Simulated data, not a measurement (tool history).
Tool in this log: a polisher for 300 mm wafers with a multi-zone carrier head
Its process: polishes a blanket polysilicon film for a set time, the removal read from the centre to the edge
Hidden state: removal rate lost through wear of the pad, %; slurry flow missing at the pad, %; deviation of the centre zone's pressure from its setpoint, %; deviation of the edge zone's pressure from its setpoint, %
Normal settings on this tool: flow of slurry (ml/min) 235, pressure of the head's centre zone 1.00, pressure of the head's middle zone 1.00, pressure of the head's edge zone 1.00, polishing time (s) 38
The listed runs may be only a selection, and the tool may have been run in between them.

run,hour,flow of slurry (ml/min),pressure of the head's centre zone,pressure of the head's middle zone,pressure of the head's edge zone,polishing time (s),wafers since the last listed run,wafers polished on this pad,hours since the slurry nozzle was cleaned,hours since the centre zone pressure was calibrated,hours since the edge zone pressure was calibrated,hours since the carrier head's membrane was replaced,"incoming thickness of the incoming film, nm",film removed at the wafer's centre (angstrom),film removed at mid-radius (angstrom),film removed at the wafer's edge (angstrom)
1,0.0,235,1.00,1.00,1.00,38,0,1406,49.0,67.8,26.4,545.9,1747.3,2116,2065,2002
2,7.5,235,1.00,1.00,1.00,34,115,1521,56.5,75.3,33.9,553.4,1730.6,1838,1833,1807
3,13.6,235,1.00,1.00,1.00,38,94,1616,62.6,81.4,40.0,559.5,1724.2,2016,2090,2001
# hour 18.6: worn pad replaced by a new one
4,20.6,235,1.10,1.00,0.95,32,46,31,69.6,88.4,47.0,566.5,1733.7,1884,1756,1630
# hour 37.9: carrier head's membrane replaced by a new one
5,38.4,215,1.10,1.00,1.00,38,197,229,87.4,106.2,64.8,0.5,1722.2,2135,1995,1978
6,51.6,235,1.00,1.06,1.00,38,203,432,100.6,119.4,78.0,13.7,1712.1,1989,2217,1963
7,60.8,235,0.95,0.95,0.96,30,142,575,109.8,128.6,87.2,22.9,1713.1,1521,1524,1528
8,78.4,235,1.05,1.00,1.00,38,271,846,127.4,146.2,104.8,40.5,1699.5,2095,2003,1961
9,95.3,235,1.00,1.00,0.95,26,261,1107,144.3,163.1,121.7,57.4,1754.8,1345,1378,1311
10,102.7,235,1.11,0.97,0.95,38,114,1222,151.7,170.5,129.1,64.8,1737.8,2223,1982,1906
11,114.2,300,1.03,1.00,1.00,38,177,1399,163.2,182.0,140.6,76.3,1723.6,2131,2054,2024
# hour 125.1: worn pad replaced by a new one
12,127.8,235,1.00,1.00,1.00,38,148,41,176.8,195.6,154.2,89.9,1727.7,2031,2002,1971
13,143.2,210,1.00,1.00,1.00,38,237,279,192.2,211.0,169.6,105.3,1757.3,1922,1968,1937
14,154.6,305,0.92,1.00,1.00,38,176,455,203.6,222.4,181.0,116.7,1744.9,1949,2062,2015
15,164.2,235,1.00,1.07,0.93,38,148,603,213.2,232.0,190.6,126.3,1725.1,1994,2108,1867
16,176.7,235,1.07,1.00,0.95,38,193,796,225.7,244.5,203.1,138.8,1734.6,2112,1978,1900
17,183.9,295,1.00,0.95,1.09,38,111,908,232.9,251.7,210.3,146.0,1709.7,2054,1997,2101
18,197.2,235,1.00,0.88,1.00,38,205,1113,246.2,265.0,223.6,159.3,1739.3,2008,1803,1939
19,214.5,300,1.03,1.00,1.00,38,267,1380,263.5,282.3,240.9,176.6,1731.7,2080,2109,1985
# hour 230.6: worn pad replaced by a new one
20,231.1,235,1.00,1.00,1.00,38,194,8,280.1,298.9,257.5,193.2,1730.7,1935,1952,1909
21,242.1,235,1.00,1.00,1.00,38,169,178,291.1,309.9,268.5,204.2,1722.9,1967,1944,1942

Predict each of these 5 candidate next runs independently; none follows another, all start after run 21:
A,242.5,235,1.00,1.00,1.00,38,6,184,291.5,310.3,268.9,204.6,1697.7,?,?,?
B,242.5,235,0.96,1.00,1.00,26,6,184,291.5,310.3,268.9,204.6,1697.7,?,?,?
C,242.5,285,0.89,1.00,1.00,38,6,184,291.5,310.3,268.9,204.6,1697.7,?,?,?
D,242.5,205,0.95,0.93,1.12,38,6,184,291.5,310.3,268.9,204.6,1697.7,?,?,?
E,242.5,185,1.00,1.00,1.04,33,6,184,291.5,310.3,268.9,204.6,1697.7,?,?,?

run,film removed at the wafer's centre (angstrom),film removed at mid-radius (angstrom),film removed at the wafer's edge (angstrom)
A,1942,1943,1937
B,1285,1330,1325
C,1836,2012,1986
D,1800,1775,2008
E,1585,1597,1649
With the hidden condition removed and each run's random variation left untouched, the same runs would have given:
run,film removed at the wafer's centre (angstrom),film removed at mid-radius (angstrom),film removed at the wafer's edge (angstrom)
A,2083,2068,2028
B,1378,1415,1387
C,1944,2117,2064
D,1953,1908,2116
E,1736,1731,1746
